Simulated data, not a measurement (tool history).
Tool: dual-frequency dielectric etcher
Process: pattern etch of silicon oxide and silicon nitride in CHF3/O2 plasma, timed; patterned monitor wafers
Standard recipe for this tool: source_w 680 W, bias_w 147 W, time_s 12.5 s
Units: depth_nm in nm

run	hour	source_w	bias_w	time_s	wafers since the last listed run	hours since the last wet clean	hours since the last source power generator calibration	hours since the last bias power generator calibration	hours since the last upper electrode change	hours since the gauge calibration	read-back reference wafer on the same gauge, depth_nm	depth_nm
1	0.0	680	147	9.5	0	137.6	4437.5	1625.1	3487.6	845.0	18.78	14.36
2	26.8	680	147	12.5	311	164.4	4464.3	1651.9	3514.4	871.8	18.80	18.97
3	59.8	680	147	12.5	384	197.4	4497.3	1684.9	3547.4	904.8	18.85	19.15
4	92.5	680	147	12.5	380	230.1	4530.0	1717.6	3580.1	937.5	18.85	19.01
5	107.1	680	147	14.5	169	244.7	4544.6	1732.2	3594.7	952.1	18.75	21.90
# hour 125.5: source power generator calibrated
6	138.2	680	147	14.5	315	275.8	12.7	1763.3	3625.8	983.2	18.77	22.54
7	164.8	680	147	14.5	309	302.4	39.3	1789.9	3652.4	1009.8	18.77	22.52
8	198.9	680	147	12.5	396	336.5	73.4	1824.0	3686.5	1043.9	18.77	19.36
9	229.9	570	147	16.5	360	367.5	104.4	1855.0	3717.5	1074.9	18.77	23.13
10	255.3	680	147	14.5	295	392.9	129.8	1880.4	3742.9	1100.3	18.76	22.62
11	288.2	770	147	12.5	382	425.8	162.7	1913.3	3775.8	1133.2	18.79	20.81
# hour 327.1: wet clean of the chamber
12	327.6	720	176	14.0	179	0.5	202.1	1952.7	3815.2	1172.6	18.80	23.07
13	340.5	580	147	10.0	150	13.4	215.0	1965.6	3828.1	1185.5	18.78	13.60
14	358.2	740	122	9.0	206	31.1	232.7	1983.3	3845.8	1203.2	18.81	13.17
15	379.0	820	112	10.5	242	51.9	253.5	2004.1	3866.6	1224.0	18.79	15.62
# hour 409.3: bias power generator calibrated
# hour 417.8: upper electrode replaced
16	418.3	560	163	15.0	311	91.2	292.8	9.0	0.5	1263.3	18.78	21.11
# hour 460.0: gauge calibrated
17	516.2	680	147	11.5	1139	189.1	390.7	106.9	98.4	56.2	18.79	17.41
18	532.0	680	147	12.5	183	204.9	406.5	122.7	114.2	72.0	18.83	18.89
19	546.3	680	147	16.0	166	219.2	420.8	137.0	128.5	86.3	18.82	24.37
20	579.6	680	147	10.0	387	252.5	454.1	170.3	161.8	119.6	18.80	15.19
21	592.9	680	147	9.0	154	265.8	467.4	183.6	175.1	132.9	18.86	13.76
22	605.5	750	172	15.0	146	278.4	480.0	196.2	187.7	145.5	18.80	25.85
23	624.4	560	128	12.5	220	297.3	498.9	215.1	206.6	164.4	18.76	16.30
24	646.8	850	147	10.5	260	319.7	521.3	237.5	229.0	186.8	18.77	18.12
25	677.9	680	178	12.5	362	350.8	552.4	268.6	260.1	217.9	18.80	20.64
26	699.5	580	147	14.0	251	372.4	574.0	290.2	281.7	239.5	18.79	19.52
27	719.8	680	147	9.5	236	392.7	594.3	310.5	302.0	259.8	18.74	14.77
28	738.8	680	147	12.5	221	411.7	613.3	329.5	321.0	278.8	18.79	19.46
29	764.6	800	137	14.0	300	437.5	639.1	355.3	346.8	304.6	18.83	23.14
30	795.1	680	181	12.5	355	468.0	669.6	385.8	377.3	335.1	18.79	21.21

For some of the steps in depth_nm from one run to the next: how much would appear even if the tool had no hidden state, given the settings, what came in and random variation, and how much remains for the hidden state plus any gauge scatter that the measured result and the result without hidden state don't share?
Hidden conditions of the tool in this case: etch rate over this chamber's usual, %; source power that arrives over what is set, %; bias power that arrives over what is set, %; gauge reads high (%).
Run 11 -> 12: source_w 770 -> 720, bias_w 147 -> 176, time_s 12.5 -> 14.0, wet clean of the chamber. depth_nm +2.26 nm: hidden state -0.85, all else +3.11.
Run 12 -> 13: source_w 720 -> 580, bias_w 176 -> 147, time_s 14.0 -> 10.0. depth_nm -9.47 nm: hidden state -0.02, all else -9.45.
Run 21 -> 22: source_w 680 -> 750, bias_w 147 -> 172, time_s 9.0 -> 15.0. depth_nm +12.09 nm: hidden state +0.35, all else +11.74.
Run 22 -> 23: source_w 750 -> 560, bias_w 172 -> 128, time_s 15.0 -> 12.5. depth_nm -9.55 nm: hidden state -0.24, all else -9.31.
